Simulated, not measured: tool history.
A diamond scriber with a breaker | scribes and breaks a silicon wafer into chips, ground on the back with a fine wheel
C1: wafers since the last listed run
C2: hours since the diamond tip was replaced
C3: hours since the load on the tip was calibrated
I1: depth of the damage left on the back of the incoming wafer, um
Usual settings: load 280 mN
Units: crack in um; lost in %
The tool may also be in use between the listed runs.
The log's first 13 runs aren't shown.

Run 14, hour 944.4: usual settings; C1 183; C2 337.8; C3 718.9; I1 1.57. Result: crack 13.65 um, lost 0.78 %.
Run 15, hour 1018.7: usual settings; C1 168; C2 412.1; C3 793.2; I1 1.91. Result: crack 13.58 um, lost 0.88 %.
Run 16, hour 1119.9: usual settings but load 251 mN; C1 228; C2 513.3; C3 894.4; I1 2.08. Result: crack 12.64 um, lost 1.58 %.
Run 17, hour 1208.9: usual settings; C1 201; C2 602.3; C3 983.4; I1 2.87. Result: crack 14.09 um, lost 1.49 %.
Run 18, hour 1279.4: usual settings; C1 159; C2 672.8; C3 1053.9; I1 1.83. Result: crack 13.84 um, lost 0.90 %.
Run 19, hour 1563.9: usual settings but load 216 mN; C1 643; C2 957.3; C3 1338.4; I1 2.12. Result: crack 11.74 um, lost 3.97 %.
At hour 1607.0: diamond tip replaced by a new one.
Run 20, hour 1646.3: usual settings but load 201 mN; C1 181; C2 39.3; C3 1420.8; I1 1.79. Result: crack 11.19 um, lost 5.48 %.
Run 21, hour 1731.6: usual settings; C1 192; C2 124.6; C3 1506.1; I1 2.15. Result: crack 14.25 um, lost 1.32 %.
Run 22, hour 1799.1: usual settings but load 200 mN; C1 152; C2 192.1; C3 1573.6; I1 2.14. Result: crack 11.03 um, lost 5.84 %.
Run 23, hour 1880.2: usual settings but load 359 mN; C1 183; C2 273.2; C3 1654.7; I1 1.57. Result: crack 17.19 um, lost 6.75 %.
Run 24, hour 1946.6: usual settings but load 357 mN; C1 150; C2 339.6; C3 1721.1; I1 2.20. Result: crack 17.05 um, lost 7.34 %.
Run 25, hour 2048.5: usual settings but load 306 mN; C1 230; C2 441.5; C3 1823.0; I1 2.75. Result: crack 15.14 um, lost 3.55 %.
Run 26, hour 2119.1: usual settings; C1 159; C2 512.1; C3 1893.6; I1 2.00. Result: crack 14.76 um, lost 1.51 %.
Run 27, hour 2159.6: usual settings but load 343 mN; C1 91; C2 552.6; C3 1934.1; I1 2.82. Result: crack 17.57 um, lost 6.57 %.
At hour 2183.4: load on the tip recalibrated.
Run 28, hour 2199.3: usual settings but load 338 mN; C1 85; C2 592.3; C3 15.9; I1 1.65. Result: crack 15.36 um, lost 2.84 %.
Run 29, hour 2301.2: usual settings; C1 230; C2 694.2; C3 117.8; I1 2.88. Result: crack 13.66 um, lost 1.73 %.
At hour 2407.7: diamond tip replaced by a new one.
Run 30, hour 2463.7: usual settings but load 252 mN; C1 363; C2 56.0; C3 280.3; I1 2.29. Result: crack 12.62 um, lost 1.73 %.
Run 31, hour 2564.2: usual settings but load 236 mN; C1 227; C2 156.5; C3 380.8; I1 1.81. Result: crack 11.79 um, lost 3.10 %.
Run 32, hour 2652.7: usual settings; C1 200; C2 245.0; C3 469.3; I1 2.15. Result: crack 13.83 um, lost 1.07 %.
Run 33, hour 2702.2: usual settings but load 335 mN; C1 111; C2 294.5; C3 518.8; I1 2.72. Result: crack 15.16 um, lost 3.17 %.
Run 34, hour 2789.2: usual settings but load 219 mN; C1 196; C2 381.5; C3 605.8; I1 1.79. Result: crack 11.48 um, lost 4.72 %.
Run 35, hour 2941.7: usual settings but load 322 mN; C1 345; C2 534.0; C3 758.3; I1 2.97. Result: crack 15.34 um, lost 2.83 %.
Run 36, hour 2980.4: usual settings but load 342 mN; C1 87; C2 572.7; C3 797.0; I1 1.76. Result: crack 15.83 um, lost 3.47 %.
Run 37, hour 3056.6: usual settings but load 338 mN; C1 172; C2 648.9; C3 873.2; I1 1.55. Result: crack 15.90 um, lost 3.44 %.

3 ways to go on from here, each from the tool as it stands after run 37. What would each give?
Run A, hour 3057.3: usual settings; C1 1; C2 649.6; C3 873.9; I1 1.55. Result: crack ?, lost ?.
Run B, hour 3057.3: usual settings but load 345 mN; C1 1; C2 649.6; C3 873.9; I1 1.55. Result: crack ?, lost ?.
Run C, hour 3057.3: usual settings but load 210 mN; C1 1; C2 649.6; C3 873.9; I1 1.55. Result: crack ?, lost ?.

run  crack  lost
  A  13.59  0.75
  B  15.81  3.56
  C  10.97  4.96
Without the tool's hidden state the same runs would have given:
run  crack  lost
  A  13.39  0.73
  B  15.58  3.08
  C  10.81  5.57
